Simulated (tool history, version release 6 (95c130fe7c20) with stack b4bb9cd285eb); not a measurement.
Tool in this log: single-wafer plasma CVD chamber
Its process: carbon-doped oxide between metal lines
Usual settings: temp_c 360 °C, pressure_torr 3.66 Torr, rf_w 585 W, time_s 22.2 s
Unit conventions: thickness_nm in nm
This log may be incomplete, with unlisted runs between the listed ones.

run	day	temp_c	pressure_torr	rf_w	time_s	wafers since the last listed run	hours since the last thermocouple change	hours since the last RF generator calibration	hours since the last manometer calibration	hours since the showerhead was replaced	hours since the gauge calibration	read-back reference wafer on the same gauge, thickness_nm	thickness_nm
1	0	360	3.66	585	22.2	0	1153.8	513.5	669.3	3589.1	1341.2	112.955	103.011
# day 0.212: gauge calibrated
2	1.933	360	3.66	585	18.8	1065	1200.2	559.9	715.7	3635.5	41.3	113.069	88.218
3	6.125	360	3.66	585	22.2	2309	1300.8	660.5	816.3	3736.1	141.9	112.948	103.012
4	9.088	360	3.66	585	22.2	1632	1371.9	731.6	887.4	3807.2	213	112.763	102.202
# day 12.058: capacitance manometer re-zeroed and calibrated
5	12.979	353	3.66	585	22.2	1960	1465.3	825	22.1	3900.6	306.4	113.023	104.485
6	14.862	353	3.66	585	22.2	1037	1510.5	870.2	67.3	3945.8	351.6	113.008	104.149
7	18.362	353	3.66	585	22.2	1928	1594.5	954.2	151.3	4029.8	435.6	113.074	104.868
8	21.254	360	3.66	610	20.3	1593	1663.9	1023.6	220.7	4099.2	505	112.805	96.5
9	23.812	360	3.66	610	20.3	1409	1725.3	1085	282.1	4160.6	566.4	113.098	95.93
10	26.025	360	3.97	585	22.2	1219	1778.4	1138.1	335.2	4213.7	619.5	112.917	101.581
11	28.521	360	3.97	585	22.2	1375	1838.3	1198	395.1	4273.6	679.4	113.144	101.496
12	30.529	360	3.66	585	22.2	1106	1886.5	1246.2	443.3	4321.8	727.6	113.027	100.092
13	40.671	360	3.66	585	22.2	5588	2129.9	1489.6	686.7	4565.2	971	113.141	99.221
14	42.446	360	4.29	515	22.2	978	2172.5	1532.2	729.3	4607.8	1013.6	112.934	87.956
15	46.358	360	3.66	585	22.2	2156	2266.4	1626.1	823.2	4701.7	1107.5	113.198	97.354
# day 49.15: RF generator calibrated
16	50.35	360	3.66	610	20.3	2015	2362.2	28.8	919	4797.5	1203.3	112.984	88.809
17	54.125	360	3.66	585	22.2	2080	2452.8	119.4	1009.6	4888.1	1293.9	113.12	93.865
# day 54.833: gauge calibrated
# day 57.125: showerhead replaced
# day 57.583: thermocouple changed; heater temperature recalibrated
18	57.604	360	3.66	625	25.7	1549	0.5	202.9	1093.1	11.5	66.5	113.082	115.33
# day 60.354: capacitance manometer re-zeroed and calibrated
# day 60.617: RF generator calibrated, repeated, since the last time left the tool worse
19	64.108	360	3.66	585	22.2	3255	156.6	83.8	90.1	167.6	222.6	113.194	103.266
20	65.683	353	4.43	585	26.6	867	194.4	121.6	127.9	205.4	260.4	112.844	129.167
21	67.696	360	3.66	490	22.2	1109	242.7	169.9	176.2	253.7	308.7	112.873	87.786
22	71.771	360	3.66	585	26.2	2245	340.5	267.7	274	351.5	406.5	113.295	121.893
23	73.817	360	4.28	585	22.2	1127	389.6	316.8	323.1	400.6	455.6	112.9	104.913
24	76.338	360	3.66	585	22.2	1389	450.1	377.3	383.6	461.1	516.1	112.946	104.217
25	78.267	369	3.9	585	18	1063	496.4	423.6	429.9	507.4	562.4	113.047	82.439
26	80.875	360	3.03	515	24.3	1437	559	486.2	492.5	570	625	112.904	98.271
27	83.775	360	4.29	495	22.2	1598	628.6	555.8	562.1	639.6	694.6	113.099	88.868
28	86.525	360	3.66	635	19.5	1515	694.6	621.8	628.1	705.6	760.6	113.31	96.911
29	90.05	360	3.66	530	20.9	1942	779.2	706.4	712.7	790.2	845.2	113.06	88.228

Consider 3 possible next runs. They are alternatives, not a sequence: every one starts from the tool as it was left by run 29. What does each give?
A	90.067	360	3.66	585	22.2	9	779.6	706.8	713.1	790.6	845.6	?	?
B	90.067	360	3.95	635	23.7	9	779.6	706.8	713.1	790.6	845.6	?	?
C	90.067	360	3.66	470	25.3	9	779.6	706.8	713.1	790.6	845.6	?	?

run	read-back reference wafer on the same gauge, thickness_nm	thickness_nm
A	112.861	102.492
B	112.861	118.198
C	112.861	92.851
Stripped of hidden state, with their random variation kept, the same runs would have yielded:
run	thickness_nm
A	103.765
B	119.646
C	94.251

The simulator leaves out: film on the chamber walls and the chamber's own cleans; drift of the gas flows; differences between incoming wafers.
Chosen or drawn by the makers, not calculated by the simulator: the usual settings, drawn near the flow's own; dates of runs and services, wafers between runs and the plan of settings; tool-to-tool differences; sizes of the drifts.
